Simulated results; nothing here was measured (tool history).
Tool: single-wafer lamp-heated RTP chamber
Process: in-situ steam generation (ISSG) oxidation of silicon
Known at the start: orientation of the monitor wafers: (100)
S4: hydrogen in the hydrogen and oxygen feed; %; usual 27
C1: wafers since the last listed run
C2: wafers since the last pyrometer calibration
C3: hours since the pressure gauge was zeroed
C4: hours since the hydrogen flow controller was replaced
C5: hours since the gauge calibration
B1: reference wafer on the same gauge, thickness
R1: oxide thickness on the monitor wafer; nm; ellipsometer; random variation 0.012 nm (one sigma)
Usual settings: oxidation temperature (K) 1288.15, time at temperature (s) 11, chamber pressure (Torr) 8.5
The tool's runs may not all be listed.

{"run": 1, "day": 0.0, "oxidation temperature (K)": 1288.15, "time at temperature (s)": 11, "chamber pressure (Torr)": 8.5, "S4": 27, "C1": 0, "C2": 47, "C3": 3080.3, "C4": 2091.9, "C5": 3.8, "B1": 5.18, "R1": 4.951}
{"run": 2, "day": 0.679, "oxidation temperature (K)": 1288.15, "time at temperature (s)": 11, "chamber pressure (Torr)": 8.5, "S4": 27, "C1": 131, "C2": 178, "C3": 3096.6, "C4": 2108.2, "C5": 20.1, "B1": 5.179, "R1": 4.959}
{"run": 3, "day": 2.029, "oxidation temperature (K)": 1288.15, "time at temperature (s)": 11, "chamber pressure (Torr)": 8.5, "S4": 27, "C1": 262, "C2": 440, "C3": 3129, "C4": 2140.6, "C5": 52.5, "B1": 5.184, "R1": 4.967}
{"run": 4, "day": 2.658, "oxidation temperature (K)": 1288.15, "time at temperature (s)": 11, "chamber pressure (Torr)": 8.5, "S4": 27, "C1": 122, "C2": 563, "C3": 3144.1, "C4": 2155.7, "C5": 67.6, "B1": 5.177, "R1": 4.98}
{"run": 5, "day": 3.938, "oxidation temperature (K)": 1288.15, "time at temperature (s)": 11, "chamber pressure (Torr)": 8.5, "S4": 27, "C1": 248, "C2": 811, "C3": 3174.8, "C4": 2186.4, "C5": 98.3, "B1": 5.18, "R1": 4.985}
{"run": 6, "day": 4.671, "oxidation temperature (K)": 1288.15, "time at temperature (s)": 11, "chamber pressure (Torr)": 8.5, "S4": 27, "C1": 142, "C2": 953, "C3": 3192.4, "C4": 2204, "C5": 115.9, "B1": 5.179, "R1": 4.973}
{"run": 7, "day": 5.85, "oxidation temperature (K)": 1288.15, "time at temperature (s)": 11, "chamber pressure (Torr)": 7.9, "S4": 27, "C1": 228, "C2": 1182, "C3": 3220.7, "C4": 2232.3, "C5": 144.2, "B1": 5.18, "R1": 5.019}
{"run": 8, "day": 7.225, "oxidation temperature (K)": 1294.15, "time at temperature (s)": 8, "chamber pressure (Torr)": 9.4, "S4": 32, "C1": 266, "C2": 1449, "C3": 3253.7, "C4": 2265.3, "C5": 177.2, "B1": 5.183, "R1": 4.58}
{"day": 8.254, "done": "pressure gauge zeroed"}
{"run": 9, "day": 8.346, "oxidation temperature (K)": 1288.15, "time at temperature (s)": 11, "chamber pressure (Torr)": 8.5, "S4": 27, "C1": 152, "C2": 1602, "C3": 2.2, "C4": 2292.2, "C5": 204.1, "B1": 5.175, "R1": 5.017}
{"day": 8.821, "done": "pyrometer window cleaned and pyrometer calibrated, repeated, since the last time left the tool worse"}
{"run": 10, "day": 8.85, "oxidation temperature (K)": 1275.15, "time at temperature (s)": 11, "chamber pressure (Torr)": 8.5, "S4": 18, "C1": 33, "C2": 5, "C3": 14.3, "C4": 2304.3, "C5": 216.2, "B1": 5.18, "R1": 4.111}
{"run": 11, "day": 9.571, "oxidation temperature (K)": 1288.15, "time at temperature (s)": 11, "chamber pressure (Torr)": 8.5, "S4": 24, "C1": 139, "C2": 145, "C3": 31.6, "C4": 2321.6, "C5": 233.5, "B1": 5.182, "R1": 4.644}
{"run": 12, "day": 10.158, "oxidation temperature (K)": 1288.15, "time at temperature (s)": 11, "chamber pressure (Torr)": 8.5, "S4": 27, "C1": 114, "C2": 259, "C3": 45.7, "C4": 2335.7, "C5": 247.6, "B1": 5.183, "R1": 4.776}
{"run": 13, "day": 11.55, "oxidation temperature (K)": 1278.15, "time at temperature (s)": 13, "chamber pressure (Torr)": 8.5, "S4": 27, "C1": 270, "C2": 529, "C3": 79.1, "C4": 2369.1, "C5": 281, "B1": 5.178, "R1": 4.967}
{"run": 14, "day": 12.904, "oxidation temperature (K)": 1279.15, "time at temperature (s)": 9, "chamber pressure (Torr)": 7.5, "S4": 27, "C1": 262, "C2": 792, "C3": 111.6, "C4": 2401.6, "C5": 313.5, "B1": 5.18, "R1": 4.274}
{"run": 15, "day": 14.062, "oxidation temperature (K)": 1288.15, "time at temperature (s)": 11, "chamber pressure (Torr)": 8.5, "S4": 27, "C1": 224, "C2": 1017, "C3": 139.4, "C4": 2429.4, "C5": 341.3, "B1": 5.179, "R1": 4.813}
{"run": 16, "day": 14.821, "oxidation temperature (K)": 1288.15, "time at temperature (s)": 11, "chamber pressure (Torr)": 8.5, "S4": 27, "C1": 147, "C2": 1164, "C3": 157.6, "C4": 2447.6, "C5": 359.5, "B1": 5.179, "R1": 4.796}
{"run": 17, "day": 16.242, "oxidation temperature (K)": 1278.15, "time at temperature (s)": 9, "chamber pressure (Torr)": 9.3, "S4": 19, "C1": 275, "C2": 1440, "C3": 191.7, "C4": 2481.7, "C5": 393.6, "B1": 5.178, "R1": 3.843}
{"run": 18, "day": 20.525, "oxidation temperature (K)": 1288.15, "time at temperature (s)": 12, "chamber pressure (Torr)": 8.5, "S4": 27, "C1": 831, "C2": 2272, "C3": 294.5, "C4": 2584.5, "C5": 496.4, "B1": 5.18, "R1": 5.03}
{"run": 19, "day": 21.833, "oxidation temperature (K)": 1288.15, "time at temperature (s)": 11, "chamber pressure (Torr)": 8.5, "S4": 18, "C1": 253, "C2": 2526, "C3": 325.9, "C4": 2615.9, "C5": 527.8, "B1": 5.18, "R1": 4.361}
{"day": 22.646, "done": "hydrogen flow controller replaced"}
{"run": 20, "day": 22.667, "oxidation temperature (K)": 1288.15, "time at temperature (s)": 11, "chamber pressure (Torr)": 8.5, "S4": 27, "C1": 97, "C2": 2623, "C3": 345.9, "C4": 0.5, "C5": 547.8, "B1": 5.18, "R1": 4.863}
{"run": 21, "day": 23.279, "oxidation temperature (K)": 1288.15, "time at temperature (s)": 11, "chamber pressure (Torr)": 8.5, "S4": 27, "C1": 118, "C2": 2742, "C3": 360.6, "C4": 15.2, "C5": 562.5, "B1": 5.184, "R1": 4.859}
{"run": 22, "day": 24.467, "oxidation temperature (K)": 1288.15, "time at temperature (s)": 7, "chamber pressure (Torr)": 8.5, "S4": 22, "C1": 230, "C2": 2972, "C3": 389.1, "C4": 43.7, "C5": 591, "B1": 5.18, "R1": 3.769}
{"run": 23, "day": 25.496, "oxidation temperature (K)": 1300.15, "time at temperature (s)": 11, "chamber pressure (Torr)": 8.5, "S4": 27, "C1": 199, "C2": 3172, "C3": 413.8, "C4": 68.4, "C5": 615.7, "B1": 5.178, "R1": 5.09}
{"run": 24, "day": 26.804, "oxidation temperature (K)": 1294.15, "time at temperature (s)": 11, "chamber pressure (Torr)": 9.2, "S4": 27, "C1": 253, "C2": 3426, "C3": 445.2, "C4": 99.8, "C5": 647.1, "B1": 5.18, "R1": 4.94}
{"run": 25, "day": 27.846, "oxidation temperature (K)": 1298.15, "time at temperature (s)": 11, "chamber pressure (Torr)": 8.5, "S4": 17, "C1": 202, "C2": 3628, "C3": 470.2, "C4": 124.8, "C5": 672.1, "B1": 5.182, "R1": 4.516}
{"run": 26, "day": 28.667, "oxidation temperature (K)": 1269.15, "time at temperature (s)": 8, "chamber pressure (Torr)": 7.5, "S4": 27, "C1": 159, "C2": 3787, "C3": 489.9, "C4": 144.5, "C5": 691.8, "B1": 5.179, "R1": 4.038}
{"day": 30.017, "done": "pyrometer window cleaned and pyrometer calibrated"}
{"run": 27, "day": 30.038, "oxidation temperature (K)": 1282.15, "time at temperature (s)": 11, "chamber pressure (Torr)": 9.4, "S4": 27, "C1": 201, "C2": 4, "C3": 522.8, "C4": 177.4, "C5": 724.7, "B1": 5.179, "R1": 4.604}
{"run": 28, "day": 30.588, "oxidation temperature (K)": 1288.15, "time at temperature (s)": 11, "chamber pressure (Torr)": 8.5, "S4": 27, "C1": 106, "C2": 110, "C3": 536, "C4": 190.6, "C5": 737.9, "B1": 5.175, "R1": 4.771}
{"run": 29, "day": 31.712, "oxidation temperature (K)": 1288.15, "time at temperature (s)": 11, "chamber pressure (Torr)": 9, "S4": 27, "C1": 218, "C2": 329, "C3": 563, "C4": 217.6, "C5": 764.9, "B1": 5.18, "R1": 4.734}
{"run": 30, "day": 33.088, "oxidation temperature (K)": 1305.15, "time at temperature (s)": 8, "chamber pressure (Torr)": 7, "S4": 27, "C1": 266, "C2": 596, "C3": 596, "C4": 250.6, "C5": 797.9, "B1": 5.177, "R1": 4.47}
{"run": 31, "day": 34.012, "oxidation temperature (K)": 1277.15, "time at temperature (s)": 11, "chamber pressure (Torr)": 8.5, "S4": 27, "C1": 179, "C2": 775, "C3": 618.2, "C4": 272.8, "C5": 820.1, "B1": 5.183, "R1": 4.618}

4 ways to go on from here, each from the tool as it stands after run 31. What would each give?
{"run": "A", "day": 34.029, "oxidation temperature (K)": 1288.15, "time at temperature (s)": 11, "chamber pressure (Torr)": 7.2, "S4": 27, "C1": 3, "C2": 779, "C3": 618.6, "C4": 273.2, "C5": 820.5, "B1": "?", "R1": "?"}
{"run": "B", "day": 34.029, "oxidation temperature (K)": 1288.15, "time at temperature (s)": 8, "chamber pressure (Torr)": 9.8, "S4": 27, "C1": 3, "C2": 779, "C3": 618.6, "C4": 273.2, "C5": 820.5, "B1": "?", "R1": "?"}
{"run": "C", "day": 34.029, "oxidation temperature (K)": 1302.15, "time at temperature (s)": 11, "chamber pressure (Torr)": 8.5, "S4": 27, "C1": 3, "C2": 779, "C3": 618.6, "C4": 273.2, "C5": 820.5, "B1": "?", "R1": "?"}
{"run": "D", "day": 34.029, "oxidation temperature (K)": 1288.15, "time at temperature (s)": 8, "chamber pressure (Torr)": 8.5, "S4": 27, "C1": 3, "C2": 779, "C3": 618.6, "C4": 273.2, "C5": 820.5, "B1": "?", "R1": "?"}

run=A B1=5.183 R1=4.829
run=B B1=5.183 R1=4.089
run=C B1=5.183 R1=5.076
run=D B1=5.183 R1=4.188
Without the tool's hidden state the same runs would have given:
run=A R1=4.796
run=B R1=4.064
run=C R1=5.037
run=D R1=4.163
